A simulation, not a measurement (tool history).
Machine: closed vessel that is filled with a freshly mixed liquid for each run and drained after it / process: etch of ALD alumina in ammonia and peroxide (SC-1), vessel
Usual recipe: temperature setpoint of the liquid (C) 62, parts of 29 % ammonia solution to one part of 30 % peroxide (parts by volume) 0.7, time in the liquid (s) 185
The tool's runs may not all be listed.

run	hour	temperature setpoint of the liquid (C)	parts of 29 % ammonia solution to one part of 30 % peroxide (parts by volume)	time in the liquid (s)	wafers since the last listed run	hours since the thermometer was replaced	hours since the ammonia flow meter was replaced	hours since the drum of ammonia solution was connected	hours since the gauge calibration	read-back film thickness of the ALD alumina reference wafer, read on the same gauge (nm)	thickness taken off the ALD alumina on a monitor wafer (nm)
1	0	57.5	0.7	225	0	1017.9	51.1	424.9	1025.3	139.98	21.7
2	43.8	57.5	0.7	225	2782	1061.7	94.9	468.7	1069.1	140	21.74
3	146.9	62	0.7	220	6549	1164.8	198	571.8	1172.2	139.99	26.88
4	215.8	62	0.7	135	4377	1233.7	266.9	640.7	1241.1	139.96	16.37
5	291.9	62	0.7	135	4834	1309.8	343	716.8	1317.2	140.03	16.34
6	366.1	62	0.7	185	4713	1384	417.2	791	1391.4	139.98	22.45
# hour 372: new drum of ammonia solution connected
7	430.6	62	0.7	185	4034	1448.5	481.7	58.6	1455.9	139.98	22.45
8	509.8	62	0.7	185	5031	1527.7	560.9	137.8	1535.1	139.99	22.33
9	548.3	62	0.7	245	2445	1566.2	599.4	176.3	1573.6	140.01	29.52
10	598.7	64.5	0.7	120	3201	1616.6	649.8	226.7	1624	140.01	16.46
# hour 649.2: gauge calibrated
# hour 768.4: ammonia flow meter replaced
# hour 899: thermometer replaced
11	919.8	62	0.9	185	20272	20.8	151.4	547.8	270.6	140.04	22.99
12	1027.5	62	0.9	185	6842	128.5	259.1	655.5	378.3	140	22.97
13	1079.7	62	0.9	185	3316	180.7	311.3	707.7	430.5	140.01	22.94
14	1177.8	62	0.7	185	6232	278.8	409.4	805.8	528.6	140.01	22.41
# hour 1208.3: new drum of ammonia solution connected
15	1223	62	0.85	185	2808	324	454.6	14.7	573.8	139.98	22.76
16	1280.1	68	0.7	185	3627	381.1	511.7	71.8	630.9	140	30.14
17	1340	62	0.7	185	3805	441	571.6	131.7	690.8	140	22.45
18	1436.2	69.5	0.7	185	6111	537.2	667.8	227.9	787	140.01	32.49
19	1486.5	70	0.7	185	3195	587.5	718.1	278.2	837.3	140.03	33.02
20	1535.7	57.5	0.7	220	3125	636.7	767.3	327.4	886.5	140.03	21.09
# hour 1574.9: ammonia flow meter replaced
21	1638.2	59	0.55	285	6448	739.2	63.3	429.9	989	139.99	28.98
22	1711.4	62	0.35	185	4650	812.4	136.5	503.1	1062.2	140.01	21.15
23	1773.7	70	0.7	185	3957	874.7	198.8	565.4	1124.5	140.01	33.34
24	1864.3	62	0.7	275	5755	965.3	289.4	656	1215.1	140.01	33.28
# hour 1906.6: new drum of ammonia solution connected
25	1951.8	62	0.7	185	5495	1052.8	376.9	45.2	1302.6	140.03	22.55
26	2126.2	62	0.7	185	11079	1227.2	551.3	219.6	1477	140	22.3

Forecast each of these 3 alternatives for the next run:
A	2126.9	62	0.7	235	44	1227.9	552	220.3	1477.7	?	?
B	2126.9	68.5	0.9	185	44	1227.9	552	220.3	1477.7	?	?
C	2126.9	55	0.9	185	44	1227.9	552	220.3	1477.7	?	?

run	read-back film thickness of the ALD alumina reference wafer, read on the same gauge (nm)	thickness taken off the ALD alumina on a monitor wafer (nm)
A	140.02	28.35
B	140.02	31.54
C	140.02	15.9
With the hidden condition removed and each run's random variation left untouched, the same runs would have given:
run	thickness taken off the ALD alumina on a monitor wafer (nm)
A	28.61
B	31.83
C	16.04
